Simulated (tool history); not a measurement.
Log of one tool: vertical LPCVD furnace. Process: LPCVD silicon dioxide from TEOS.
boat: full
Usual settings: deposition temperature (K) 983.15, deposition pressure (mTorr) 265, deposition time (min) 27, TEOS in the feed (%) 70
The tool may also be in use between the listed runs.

run    hour  deposition temperature (K)  deposition pressure (mTorr)  deposition time (min)  TEOS in the feed (%)  read-back reference wafer on the same gauge, thickness  film thickness on the monitor wafer in the middle of the boat (angstrom)
  1       0                      983.15                          265                     27                    70                                                   190.9                                                                    2288.5
  2    57.6                      983.15                          265                     27                    70                                                   191.1                                                                    2297.4
  3   100.6                      983.15                          265                     27                    70                                                  191.04                                                                    2294.5
  4   163.4                      983.15                          265                     27                    70                                                  191.11                                                                    2305.6
  5   270.4                      983.15                          265                     19                    70                                                  190.92                                                                    1621.2
  6   351.7                      983.15                          265                     27                    70                                                     191                                                                    2305.6
  7     452                      983.15                          265                     27                    70                                                  190.86                                                                    2296.3
  8   553.8                      983.15                          265                     27                    70                                                  190.91                                                                    2309.5
  9   716.5                      983.15                          265                     27                    70                                                  191.06                                                                    2303.8
 10   777.4                      983.15                          265                     27                    70                                                  191.05                                                                    2306.6
 11     868                      983.15                          265                     27                    70                                                  191.12                                                                    2316.2
 12   973.9                      983.15                          265                     27                    70                                                  191.25                                                                    2315.3
 13    1029                      983.15                          265                     27                    70                                                  190.93                                                                    2309.3
 14  1113.9                      983.15                          265                     27                    70                                                  190.99                                                                    2313.2
     1144.2  -- gauge calibrated
 15  1189.1                      975.15                          265                     27                    75                                                  191.06                                                                    1996.5
 16  1251.9                      983.15                          265                   20.5                    77                                                   191.2                                                                    1840.8
 17  1291.6                      983.15                          265                     27                    70                                                  190.93                                                                      2322
     1344.6  -- thermocouples replaced and temperature profile calibrated
 18  1538.5                      983.15                          265                     27                    70                                                  190.98                                                                    2226.3
 19  1627.7                      975.15                          265                   22.5                    81                                                  190.99                                                                    1665.5
 20  1676.7                      983.15                          245                     18                    80                                                  191.02                                                                    1524.6
     1720.8  -- TEOS flow controller replaced
 21  1732.6                      992.15                          265                     27                    70                                                  191.01                                                                    2713.8
       1779  -- pressure gauge zeroed
 22  1807.4                      983.15                          265                     35                    82                                                  190.79                                                                    3183.1
 23  1897.2                      980.15                          265                     33                    70                                                  191.16                                                                    2588.8
 24  1972.1                      983.15                          265                     27                    56                                                  190.87                                                                      2033
 25  2014.4                      983.15                          205                     27                    70                                                  190.85                                                                    1997.1
 26  2179.2                      983.15                          265                   36.5                    70                                                  191.12                                                                    3078.6
 27  2235.9                      983.15                          265                     27                    70                                                  191.17                                                                    2264.8
 28  2285.3                      992.15                          245                     27                    70                                                  190.98                                                                    2673.2

4 ways to go on from here, each from the tool as it stands after run 28. What would each give?
  A  2289.5                      983.15                          225                     27                    70                                                       ?                                                                         ?
  B  2289.5                      983.15                          315                     24                    70                                                       ?                                                                         ?
  C  2289.5                      977.15                          265                     27                    63                                                       ?                                                                         ?
  D  2289.5                      989.15                          295                     27                    70                                                       ?                                                                         ?

run  read-back reference wafer on the same gauge, thickness  film thickness on the monitor wafer in the middle of the boat (angstrom)
  A                                                     191                                                                    2090.9
  B                                                     191                                                                      2199
  C                                                     191                                                                    1876.3
  D                                                     191                                                                      2742
Without the tool's hidden state the same runs would have given:
run  film thickness on the monitor wafer in the middle of the boat (angstrom)
  A                                                                    2067.4
  B                                                                    2174.4
  C                                                                      1855
  D                                                                    2711.8
